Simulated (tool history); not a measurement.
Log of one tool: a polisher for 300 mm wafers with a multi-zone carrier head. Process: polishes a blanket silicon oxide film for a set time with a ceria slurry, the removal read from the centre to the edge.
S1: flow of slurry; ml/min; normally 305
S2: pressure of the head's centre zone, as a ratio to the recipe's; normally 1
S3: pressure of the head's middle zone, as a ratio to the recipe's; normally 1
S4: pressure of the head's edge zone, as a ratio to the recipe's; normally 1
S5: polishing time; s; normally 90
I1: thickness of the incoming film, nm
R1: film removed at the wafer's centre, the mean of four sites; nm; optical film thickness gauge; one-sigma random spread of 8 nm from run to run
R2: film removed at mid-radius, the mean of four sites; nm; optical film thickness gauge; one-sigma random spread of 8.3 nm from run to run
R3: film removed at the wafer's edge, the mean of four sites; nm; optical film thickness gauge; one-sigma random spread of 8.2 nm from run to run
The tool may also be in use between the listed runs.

{"run": 1, "hour": 0.0, "S1": 305, "S2": 1, "S3": 1, "S4": 1, "S5": 74, "I1": 1732.3, "R1": 429.7, "R2": 473.9, "R3": 468.2}
{"run": 2, "hour": 7.7, "S1": 305, "S2": 1, "S3": 1, "S4": 1, "S5": 74, "I1": 1699.4, "R1": 426.1, "R2": 459.4, "R3": 461.7}
{"run": 3, "hour": 22.7, "S1": 305, "S2": 1, "S3": 1, "S4": 1, "S5": 74, "I1": 1721.1, "R1": 420.9, "R2": 458.6, "R3": 467.5}
{"run": 4, "hour": 29.6, "S1": 305, "S2": 1, "S3": 0.92, "S4": 1, "S5": 90, "I1": 1734.2, "R1": 512, "R2": 517.7, "R3": 555.9}
{"run": 5, "hour": 39.4, "S1": 305, "S2": 1, "S3": 0.92, "S4": 1, "S5": 90, "I1": 1742.3, "R1": 508.5, "R2": 515.9, "R3": 564.8}
{"run": 6, "hour": 48.7, "S1": 305, "S2": 1, "S3": 0.92, "S4": 1, "S5": 90, "I1": 1713.6, "R1": 501.7, "R2": 527, "R3": 568.9}
{"run": 7, "hour": 61.1, "S1": 305, "S2": 1, "S3": 1, "S4": 1, "S5": 90, "I1": 1731.1, "R1": 500.6, "R2": 551.6, "R3": 550.9}
{"run": 8, "hour": 72.4, "S1": 305, "S2": 1, "S3": 1, "S4": 1, "S5": 90, "I1": 1698.5, "R1": 498.4, "R2": 542.8, "R3": 557.3}
{"hour": 83.2, "done": "slurry nozzle cleaned"}
{"run": 9, "hour": 87.9, "S1": 305, "S2": 1, "S3": 1, "S4": 1, "S5": 90, "I1": 1738, "R1": 496.7, "R2": 555.7, "R3": 552}
{"hour": 95.0, "done": "worn pad replaced by a new one"}
{"run": 10, "hour": 98.7, "S1": 305, "S2": 0.93, "S3": 1, "S4": 1, "S5": 90, "I1": 1742.2, "R1": 518.7, "R2": 629.5, "R3": 627.1}
{"run": 11, "hour": 113.1, "S1": 305, "S2": 1, "S3": 1, "S4": 1.08, "S5": 90, "I1": 1709.3, "R1": 557.6, "R2": 602.3, "R3": 639.7}
{"run": 12, "hour": 130.9, "S1": 340, "S2": 0.88, "S3": 1, "S4": 0.97, "S5": 76, "I1": 1744.3, "R1": 399.2, "R2": 496.4, "R3": 513.3}
{"hour": 143.2, "done": "carrier head's membrane replaced by a new one"}
{"run": 13, "hour": 148.3, "S1": 305, "S2": 1.04, "S3": 1.06, "S4": 1.05, "S5": 90, "I1": 1732.7, "R1": 555.9, "R2": 610.3, "R3": 603.4}
{"run": 14, "hour": 157.5, "S1": 355, "S2": 1.03, "S3": 1, "S4": 1.04, "S5": 64, "I1": 1725.3, "R1": 396.1, "R2": 422.7, "R3": 425.5}
{"hour": 171.4, "done": "edge zone pressure recalibrated"}
{"run": 15, "hour": 174.4, "S1": 305, "S2": 1, "S3": 1, "S4": 1, "S5": 90, "I1": 1707.6, "R1": 525.1, "R2": 563.7, "R3": 563.2}
{"hour": 179.6, "done": "centre zone pressure recalibrated"}
{"run": 16, "hour": 207.2, "S1": 215, "S2": 1, "S3": 1, "S4": 0.89, "S5": 90, "I1": 1708.2, "R1": 524.8, "R2": 546.4, "R3": 528.1}
{"run": 17, "hour": 241.5, "S1": 305, "S2": 1, "S3": 1, "S4": 0.89, "S5": 90, "I1": 1753.8, "R1": 514.7, "R2": 544.6, "R3": 524.1}
{"run": 18, "hour": 252.4, "S1": 355, "S2": 1.03, "S3": 1, "S4": 1.04, "S5": 64, "I1": 1711.5, "R1": 376.7, "R2": 400.3, "R3": 413.7}

Here are 4 independent what-if runs from the current tool condition. What would each one return?
{"run": "A", "hour": 252.9, "S1": 305, "S2": 1, "S3": 1, "S4": 1, "S5": 90, "I1": 1716.9, "R1": "?", "R2": "?", "R3": "?"}
{"run": "B", "hour": 252.9, "S1": 390, "S2": 1, "S3": 1, "S4": 1, "S5": 90, "I1": 1716.9, "R1": "?", "R2": "?", "R3": "?"}
{"run": "C", "hour": 252.9, "S1": 305, "S2": 0.91, "S3": 1.06, "S4": 1, "S5": 90, "I1": 1716.9, "R1": "?", "R2": "?", "R3": "?"}
{"run": "D", "hour": 252.9, "S1": 305, "S2": 1, "S3": 0.95, "S4": 1, "S5": 113, "I1": 1716.9, "R1": "?", "R2": "?", "R3": "?"}

run=A R1=529.5 R2=563.5 R3=556
run=B R1=542.7 R2=576.2 R3=565.6
run=C R1=481.4 R2=590.9 R3=555.6
run=D R1=664.6 R2=679 R3=698.6
Take away the tool's hidden state, keep each run's random variation, and the runs would have read:
run=A R1=636.2 R2=635.9 R3=627.7
run=B R1=652.1 R2=650.3 R3=638.6
run=C R1=578.7 R2=666.9 R3=627.3
run=D R1=798.5 R2=766.3 R3=788.7

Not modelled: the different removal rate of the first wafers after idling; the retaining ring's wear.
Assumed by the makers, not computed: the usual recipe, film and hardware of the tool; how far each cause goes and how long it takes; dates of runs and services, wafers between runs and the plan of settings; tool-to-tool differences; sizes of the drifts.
